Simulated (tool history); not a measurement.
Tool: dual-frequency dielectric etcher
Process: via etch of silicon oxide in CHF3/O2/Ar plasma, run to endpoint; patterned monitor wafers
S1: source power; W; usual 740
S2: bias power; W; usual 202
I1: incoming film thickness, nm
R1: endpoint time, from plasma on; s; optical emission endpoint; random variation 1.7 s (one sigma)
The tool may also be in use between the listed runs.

| run | hour | S1 | S2 | I1 | R1 |
|---|---|---|---|---|---|
| 1 | 0.0 | 740 | 202 | 670.0 | 298.2 |
| 2 | 7.1 | 740 | 202 | 674.0 | 300.6 |
| 3 | 15.1 | 740 | 202 | 672.0 | 303.8 |
| 4 | 23.2 | 740 | 202 | 669.9 | 299.7 |
| 5 | 38.7 | 740 | 202 | 671.2 | 298.9 |
| 6 | 55.6 | 620 | 190 | 668.5 | 333.9 |
| 7 | 64.9 | 740 | 185 | 677.6 | 317.7 |
| 8 | 73.7 | 740 | 185 | 676.5 | 316.5 |
| 9 | 85.8 | 780 | 202 | 669.5 | 295.8 |
| 10 | 96.7 | 740 | 202 | 672.8 | 302.1 |
|  | 125.3 | source power generator calibrated |
|  | 144.6 | bias power generator calibrated |
|  | 159.5 | upper electrode replaced |
|  | 180.0 | wet clean of the chamber |
| 11 | 180.5 | 580 | 185 | 665.7 | 328.5 |
| 12 | 180.9 | 630 | 230 | 676.0 | 295.6 |
| 13 | 181.3 | 910 | 202 | 661.2 | 259.9 |
| 14 | 181.7 | 740 | 202 | 675.9 | 291.4 |
| 15 | 182.2 | 840 | 156 | 675.9 | 300.0 |
| 16 | 190.2 | 740 | 247 | 665.0 | 266.4 |
| 17 | 198.5 | 790 | 202 | 682.2 | 284.9 |
| 18 | 216.4 | 620 | 165 | 681.2 | 344.4 |
| 19 | 228.6 | 690 | 242 | 667.6 | 280.2 |

The tool's hidden state at each run:
source power that arrives over what is set, %: 0 in every run
bias power that arrives over what is set, %: 0 in every run
H1: etch rate over this chamber's usual, %
| run | H1 |
|---|---|
| 1 | -3.56 |
| 2 | -3.65 |
| 3 | -3.75 |
| 4 | -3.85 |
| 5 | -4.04 |
| 6 | -4.25 |
| 7 | -4.37 |
| 8 | -4.48 |
| 9 | -4.63 |
| 10 | -4.76 |
| 11 | 0.637 |
| 12 | 0.632 |
| 13 | 0.627 |
| 14 | 0.622 |
| 15 | 0.616 |
| 16 | 0.516 |
| 17 | 0.413 |
| 18 | 0.191 |
| 19 | 0.0389 |
